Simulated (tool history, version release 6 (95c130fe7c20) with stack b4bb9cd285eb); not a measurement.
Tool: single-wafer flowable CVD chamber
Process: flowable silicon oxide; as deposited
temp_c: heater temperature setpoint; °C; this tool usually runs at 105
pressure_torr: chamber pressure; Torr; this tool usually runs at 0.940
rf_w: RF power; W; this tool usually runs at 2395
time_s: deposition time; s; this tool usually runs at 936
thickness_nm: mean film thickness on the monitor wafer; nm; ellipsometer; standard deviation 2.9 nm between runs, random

run,hour,temp_c,pressure_torr,rf_w,time_s,"read-back reference wafer on the same gauge, thickness_nm",thickness_nm
1,0.0,105,0.940,2025,799,577.977,507.675
2,74.2,105,0.771,2555,936,577.241,509.562
3,178.6,105,0.771,2555,936,578.004,507.545
4,243.4,105,0.771,2555,936,578.446,508.463
# hour 291.4: capacitance manometer re-zeroed and calibrated
5,385.9,105,0.940,2395,936,578.594,597.153
6,437.5,105,0.940,2395,936,578.904,596.905
7,485.8,105,0.764,2635,936,577.602,502.261
8,591.4,105,0.940,2395,936,578.027,604.536
9,696.3,105,0.940,2395,936,576.975,597.316
# hour 766.3: showerhead replaced, of another model than before
10,766.8,105,0.940,2395,936,578.531,599.412
11,833.7,105,0.940,2395,936,578.149,600.243
12,870.5,105,0.940,2395,936,576.363,598.827
13,924.8,101,0.940,2095,936,577.541,661.790
14,1025.8,105,0.940,2395,936,576.662,590.634
# hour 1062.2: gauge calibrated
# hour 1067.8: thermocouple changed; heater temperature recalibrated
15,1108.0,105,0.940,2395,1063,578.859,696.340
16,1198.9,105,1.113,2395,936,577.805,689.475
# hour 1230.6: RF generator calibrated
17,1264.7,105,0.940,1925,1103,577.520,639.208
18,1327.6,105,0.940,2395,936,578.567,601.495
# hour 1384.2: capacitance manometer re-zeroed and calibrated
19,1432.2,105,0.940,2395,936,577.921,603.933
20,1491.7,93,1.010,2395,828,578.379,878.105
21,1596.0,105,0.940,2395,1084,578.979,695.718
22,1667.3,115,0.940,2395,936,578.096,420.038
23,1766.5,100,0.940,2180,1116,577.369,835.155
24,1885.0,105,1.055,2630,936,578.518,664.899
25,1990.8,110,0.799,2395,1103,577.859,523.128
26,2098.8,105,0.940,2395,936,578.766,597.584
# hour 2125.2: gauge calibrated
27,2199.8,105,0.940,2395,936,578.407,598.650
28,2280.3,95,0.940,2395,936,578.154,861.000

4 ways to go on from here, each from the tool as it stands after run 28. What would each give?
A,2281.0,105,0.940,2395,936,?,?
B,2281.0,97,1.163,2160,1058,?,?
C,2281.0,101,0.940,2395,1108,?,?
D,2281.0,105,1.037,2395,756,?,?

run,"read-back reference wafer on the same gauge, thickness_nm",thickness_nm
A,577.330,596.387
B,577.330,1022.034
C,577.330,820.604
D,577.330,517.108
What these runs would have given with no unlogged condition in the tool:
run,thickness_nm
A,614.969
B,1053.538
C,846.798
D,533.219

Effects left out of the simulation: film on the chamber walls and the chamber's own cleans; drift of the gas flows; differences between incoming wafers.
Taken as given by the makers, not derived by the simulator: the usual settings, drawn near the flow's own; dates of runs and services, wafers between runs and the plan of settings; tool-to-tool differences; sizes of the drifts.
